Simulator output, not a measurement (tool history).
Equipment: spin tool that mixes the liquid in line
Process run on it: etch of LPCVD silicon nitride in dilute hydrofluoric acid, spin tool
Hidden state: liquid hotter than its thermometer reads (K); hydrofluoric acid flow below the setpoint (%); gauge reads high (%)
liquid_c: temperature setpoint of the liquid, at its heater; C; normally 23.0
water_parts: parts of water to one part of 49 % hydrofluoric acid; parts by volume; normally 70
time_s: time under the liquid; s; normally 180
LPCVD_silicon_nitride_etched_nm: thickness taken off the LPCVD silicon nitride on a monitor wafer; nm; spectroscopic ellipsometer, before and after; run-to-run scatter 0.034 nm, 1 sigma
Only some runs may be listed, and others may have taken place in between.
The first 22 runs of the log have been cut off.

run,hour,liquid_c,water_parts,time_s,wafers since the last listed run,hours since the thermometer was replaced,hours since the hydrofluoric acid flow meter was replaced,hours since the gauge calibration,"read-back film thickness of the LPCVD silicon nitride reference wafer, read on the same gauge (nm)",LPCVD_silicon_nitride_etched_nm
23,1669.1,23.0,100,265,721,2696.3,349.8,2206.6,108.417,1.355
# hour 1757.0: thermometer replaced
24,1757.5,23.0,70,180,624,0.5,438.2,2295.0,109.057,1.272
# hour 1812.0: gauge calibrated
# hour 1895.1: hydrofluoric acid flow meter replaced
25,1936.3,20.0,45,125,1269,179.3,41.2,124.3,99.121,0.958
26,2002.6,23.0,35,180,473,245.6,107.5,190.6,99.153,2.295
27,2074.7,27.0,40,225,514,317.7,179.6,262.7,99.193,3.202
28,2125.0,25.0,100,180,359,368.0,229.9,313.0,99.272,0.923
29,2213.0,23.0,70,180,628,456.0,317.9,401.0,99.347,1.123
# hour 2457.9: hydrofluoric acid flow meter replaced
30,2488.5,25.0,70,210,1960,731.5,30.6,676.5,99.828,1.484
31,2586.8,27.0,70,180,701,829.8,128.9,774.8,100.027,1.515
32,2650.9,19.5,70,180,457,893.9,193.0,838.9,100.229,0.907
33,2733.1,27.5,80,180,586,976.1,275.2,921.1,100.454,1.376

Forecast each of these 3 alternatives for the next run:
A,2733.6,23.0,70,180,3,976.6,275.7,921.6,?,?
B,2733.6,23.0,70,250,3,976.6,275.7,921.6,?,?
C,2733.6,24.5,55,180,3,976.6,275.7,921.6,?,?

run,"read-back film thickness of the LPCVD silicon nitride reference wafer, read on the same gauge (nm)",LPCVD_silicon_nitride_etched_nm
A,100.450,1.154
B,100.450,1.603
C,100.450,1.618
Had the tool no hidden state, the same runs would have come out as:
run,LPCVD_silicon_nitride_etched_nm
A,1.149
B,1.596
C,1.610

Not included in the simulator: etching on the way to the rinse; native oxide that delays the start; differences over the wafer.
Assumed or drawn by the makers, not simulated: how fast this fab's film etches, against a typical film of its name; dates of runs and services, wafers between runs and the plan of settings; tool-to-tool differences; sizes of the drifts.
